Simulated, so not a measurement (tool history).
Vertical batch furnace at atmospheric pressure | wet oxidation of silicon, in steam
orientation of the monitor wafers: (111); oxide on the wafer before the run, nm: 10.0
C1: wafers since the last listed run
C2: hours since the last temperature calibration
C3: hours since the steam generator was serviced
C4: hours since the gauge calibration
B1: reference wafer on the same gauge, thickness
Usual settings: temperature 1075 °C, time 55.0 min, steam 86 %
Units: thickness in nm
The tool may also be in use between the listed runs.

Run 1, hour 0.0: usual settings; C1 0; C2 4970.6; C3 1046.2; C4 214.0; B1 558.95. Result: thickness 548.31 nm.
Run 2, hour 27.9: usual settings but time 66.0 min; C1 287; C2 4998.5; C3 1074.1; C4 241.9; B1 559.36. Result: thickness 605.69 nm.
Run 3, hour 59.4: usual settings but time 66.0 min; C1 324; C2 5030.0; C3 1105.6; C4 273.4; B1 559.43. Result: thickness 603.04 nm.
Run 4, hour 93.8: usual settings but time 66.0 min; C1 354; C2 5064.4; C3 1140.0; C4 307.8; B1 559.33. Result: thickness 606.78 nm.
At hour 95.3: gauge calibrated.
Run 5, hour 111.2: usual settings but time 45.5 min, steam 95 %; C1 179; C2 5081.8; C3 1157.4; C4 15.9; B1 558.75. Result: thickness 516.72 nm.
Run 6, hour 128.9: usual settings but time 45.5 min, steam 95 %; C1 182; C2 5099.5; C3 1175.1; C4 33.6; B1 559.05. Result: thickness 516.23 nm.
Run 7, hour 142.5: usual settings but time 45.5 min, steam 95 %; C1 140; C2 5113.1; C3 1188.7; C4 47.2; B1 558.54. Result: thickness 515.80 nm.
Run 8, hour 162.1: usual settings but steam 93 %; C1 202; C2 5132.7; C3 1208.3; C4 66.8; B1 558.92. Result: thickness 565.67 nm.
Run 9, hour 189.2: usual settings but steam 93 %; C1 279; C2 5159.8; C3 1235.4; C4 93.9; B1 558.81. Result: thickness 567.12 nm.
At hour 223.5: thermocouples replaced and temperature profile calibrated.
Run 10, hour 224.0: usual settings but steam 93 %; C1 111; C2 0.5; C3 1270.2; C4 128.7; B1 558.96. Result: thickness 564.22 nm.
Run 11, hour 227.9: usual settings; C1 40; C2 4.4; C3 1274.1; C4 132.6; B1 558.78. Result: thickness 540.23 nm.
Run 12, hour 244.5: usual settings; C1 171; C2 21.0; C3 1290.7; C4 149.2; B1 559.51. Result: thickness 541.15 nm.
Run 13, hour 257.2: usual settings; C1 130; C2 33.7; C3 1303.4; C4 161.9; B1 559.16. Result: thickness 542.27 nm.
Run 14, hour 289.1: usual settings but time 67.0 min; C1 328; C2 65.6; C3 1335.3; C4 193.8; B1 559.15. Result: thickness 603.44 nm.
Run 15, hour 310.7: usual settings but temperature 1084 °C, time 63.0 min; C1 222; C2 87.2; C3 1356.9; C4 215.4; B1 559.42. Result: thickness 596.35 nm.
Run 16, hour 343.8: usual settings but temperature 1084 °C, time 63.0 min; C1 341; C2 120.3; C3 1390.0; C4 248.5; B1 559.01. Result: thickness 595.86 nm.
Run 17, hour 365.7: usual settings but temperature 1082 °C, time 32.5 min, steam 96 %; C1 225; C2 142.2; C3 1411.9; C4 270.4; B1 558.74. Result: thickness 441.62 nm.
Run 18, hour 386.7: usual settings but time 41.0 min, steam 92 %; C1 216; C2 163.2; C3 1432.9; C4 291.4; B1 559.01. Result: thickness 474.57 nm.
Run 19, hour 401.8: usual settings; C1 155; C2 178.3; C3 1448.0; C4 306.5; B1 559.14. Result: thickness 537.59 nm.
Run 20, hour 423.4: usual settings but temperature 1094 °C, time 82.5 min, steam 95 %; C1 222; C2 199.9; C3 1469.6; C4 328.1; B1 559.04. Result: thickness 756.09 nm.
At hour 458.0: steam generator serviced.
Run 21, hour 458.5: usual settings but temperature 1091 °C, time 43.0 min, steam 91 %; C1 114; C2 235.0; C3 0.5; C4 363.2; B1 558.81. Result: thickness 536.15 nm.
At hour 479.2: gauge calibrated.
Run 22, hour 487.9: usual settings; C1 303; C2 264.4; C3 29.9; C4 8.7; B1 559.55. Result: thickness 561.63 nm.
Run 23, hour 504.7: usual settings; C1 173; C2 281.2; C3 46.7; C4 25.5; B1 558.73. Result: thickness 563.52 nm.
Run 24, hour 540.6: usual settings but temperature 1067 °C, time 44.0 min, steam 95 %; C1 370; C2 317.1; C3 82.6; C4 61.4; B1 559.30. Result: thickness 511.23 nm.
Run 25, hour 565.2: usual settings; C1 253; C2 341.7; C3 107.2; C4 86.0; B1 558.22. Result: thickness 557.29 nm.
Run 26, hour 598.6: usual settings but temperature 1083 °C; C1 344; C2 375.1; C3 140.6; C4 119.4; B1 559.05. Result: thickness 574.92 nm.
Run 27, hour 614.3: usual settings but time 73.5 min, steam 91 %; C1 161; C2 390.8; C3 156.3; C4 135.1; B1 559.12. Result: thickness 672.53 nm.
Run 28, hour 629.0: usual settings but temperature 1094 °C, time 63.0 min, steam 77 %; C1 151; C2 405.5; C3 171.0; C4 149.8; B1 559.40. Result: thickness 608.14 nm.
Run 29, hour 660.7: usual settings; C1 326; C2 437.2; C3 202.7; C4 181.5; B1 558.62. Result: thickness 558.74 nm.

Measured less the same run without the tool's hidden state. The same run-to-run variation is in both; the gauge's scatter may not be:
The hidden state here: true tube temperature minus thermocouple reading, K; steam share off its setpoint, % of the setpoint; gauge reads high (%).
run  thickness
  1     -19.30
  2     -21.75
  3     -22.32
  4     -23.20
  5     -20.31
  6     -20.62
  7     -20.86
  8     -23.10
  9     -23.71
 10     -24.30
 11     -23.41
 12     -23.78
 13     -24.08
 14     -27.26
 15     -27.23
 16     -27.91
 17     -21.59
 18     -23.57
 19     -26.72
 20     -36.84
 21      -1.49
 22      -2.10
 23      -2.42
 24      -2.83
 25      -3.49
 26      -4.19
 27      -5.22
 28      -4.98
 29      -5.25
